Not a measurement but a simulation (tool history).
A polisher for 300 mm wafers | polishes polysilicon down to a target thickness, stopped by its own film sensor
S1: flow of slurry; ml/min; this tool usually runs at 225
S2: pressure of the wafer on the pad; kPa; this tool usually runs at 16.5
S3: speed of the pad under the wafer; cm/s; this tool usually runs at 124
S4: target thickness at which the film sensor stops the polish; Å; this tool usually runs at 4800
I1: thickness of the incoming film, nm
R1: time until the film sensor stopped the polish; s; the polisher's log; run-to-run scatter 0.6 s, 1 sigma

run    hour   S1    S2   S3    S4      I1    R1
  1     0.0  225  16.5  124  4800  1169.2  61.5
  2    38.2  225  16.5  124  4800  1187.7  62.6
  3    98.3  225  16.5  154  4800  1183.5  52.2
  4   141.6  225  16.5  124  4800  1188.5  65.4
  5   191.3  225  16.5  124  4800  1155.5  62.4
  6   217.1  225  16.5  124  4800  1172.9  65.1
  7   255.3  225  16.5  124  4800  1191.6  67.8
  8   314.2  225  16.5  124  4800  1184.7  61.1
  9   362.9  225  16.5  124  4800  1180.3  62.0
 10   406.0  225  16.5  124  4800  1195.0  64.9
 11   460.3  225  16.5  124  4800  1192.1  64.7
 12   527.7  225  16.5  124  4800  1178.2  64.8
 13   564.1  225  16.5  124  4800  1158.8  62.8
 14   615.9  225  16.5  124  4800  1178.7  67.2
 15   651.3  225  16.5  124  4800  1201.9  68.5
 16   705.1  225  16.5  124  4800  1186.3  61.7
 17   774.8  225  16.5  124  4800  1190.1  64.6
 18   896.1  275  22.1   84  3370  1162.0  76.9
 19   954.7  225  13.1   86  4800  1192.2  91.4
 20  1021.6  225  16.5  124  4800  1185.4  60.3
 21  1045.0  225  16.5  124  4800  1173.0  61.0
 22  1092.1  300  11.0  124  6070  1180.2  62.6
 23  1141.6  225  20.0  124  6280  1171.9  43.2
 24  1206.1  260  16.5  136  4800  1164.6  57.1
 25  1243.8  225  16.5  124  4800  1186.0  64.3
 26  1307.4  205  12.4  124  4800  1202.6  81.1
 27  1337.6  270  16.5  110  5750  1191.6  61.0
 28  1364.9  225  16.5  124  4800  1198.0  69.3
 29  1397.2  225  16.5  124  4800  1186.9  63.0
 30  1448.7  165  16.5  148  6020  1179.4  47.6
 31  1487.6  295  13.8  124  6490  1180.9  52.0
 32  1546.5  225  21.4  140  4800  1187.8  52.3
 33  1585.6  225  12.4  124  4800  1184.0  75.7
 34  1613.7  225  16.5  124  4800  1189.9  65.7
 35  1690.7  225  16.5  124  3360  1163.0  78.2
 36  1752.2  225  16.5  124  4800  1192.4  62.3

Missing from the log above: 10 entries noted between runs. For each, name the pair of listed runs it sits between and say how the tool's hidden condition differs from the listed run just before to the listed run just after:
Run 5 -> run 6: slurry nozzle cleaned (hour 193.5)
  removal rate lost through wear of the pad, %: 7.15 -> 7.79
  difference, measured minus the result without the unlogged condition, R1: +4.4 -> +5.1 s
Run 7 -> run 8: worn pad replaced by a new one (hour 292.9)
  removal rate lost through wear of the pad, %: 8.73 -> 1.39
  difference, measured minus the result without the unlogged condition, R1: +5.9 -> +0.8 s
Run 14 -> run 15: head pressure recalibrated (hour 623.4)
  removal rate lost through wear of the pad, %: 8.82 -> 9.69
  difference, measured minus the result without the unlogged condition, R1: +5.9 -> +6.7 s
Run 15 -> run 16: worn pad replaced by a new one, of another model than before (hour 675.6)
  removal rate lost through wear of the pad, %: 9.69 -> 1.57
  difference, measured minus the result without the unlogged condition, R1: +6.7 -> +1.0 s
Run 18 -> run 19: slurry nozzle cleaned (hour 930.1)
  removal rate lost through wear of the pad, %: 6.27 -> 7.71
  difference, measured minus the result without the unlogged condition, R1: +4.9 -> +7.1 s
Run 19 -> run 20: worn pad replaced by a new one (hour 1021.1)
  removal rate lost through wear of the pad, %: 7.71 -> 0.164
  difference, measured minus the result without the unlogged condition, R1: +7.1 -> +0.1 s
Run 28 -> run 29: worn pad replaced by a new one (hour 1380.6)
  removal rate lost through wear of the pad, %: 8.62 -> 1.41
  difference, measured minus the result without the unlogged condition, R1: +6.0 -> +0.9 s
Run 34 -> run 35: head pressure recalibrated (hour 1667.5); slurry nozzle cleaned (hour 1689.2)
  removal rate lost through wear of the pad, %: 6.74 -> 8.64
  difference, measured minus the result without the unlogged condition, R1: +4.4 -> +6.7 s
Run 35 -> run 36: worn pad replaced by a new one (hour 1732.4)
  removal rate lost through wear of the pad, %: 8.64 -> 0.545
  difference, measured minus the result without the unlogged condition, R1: +6.7 -> +0.3 s

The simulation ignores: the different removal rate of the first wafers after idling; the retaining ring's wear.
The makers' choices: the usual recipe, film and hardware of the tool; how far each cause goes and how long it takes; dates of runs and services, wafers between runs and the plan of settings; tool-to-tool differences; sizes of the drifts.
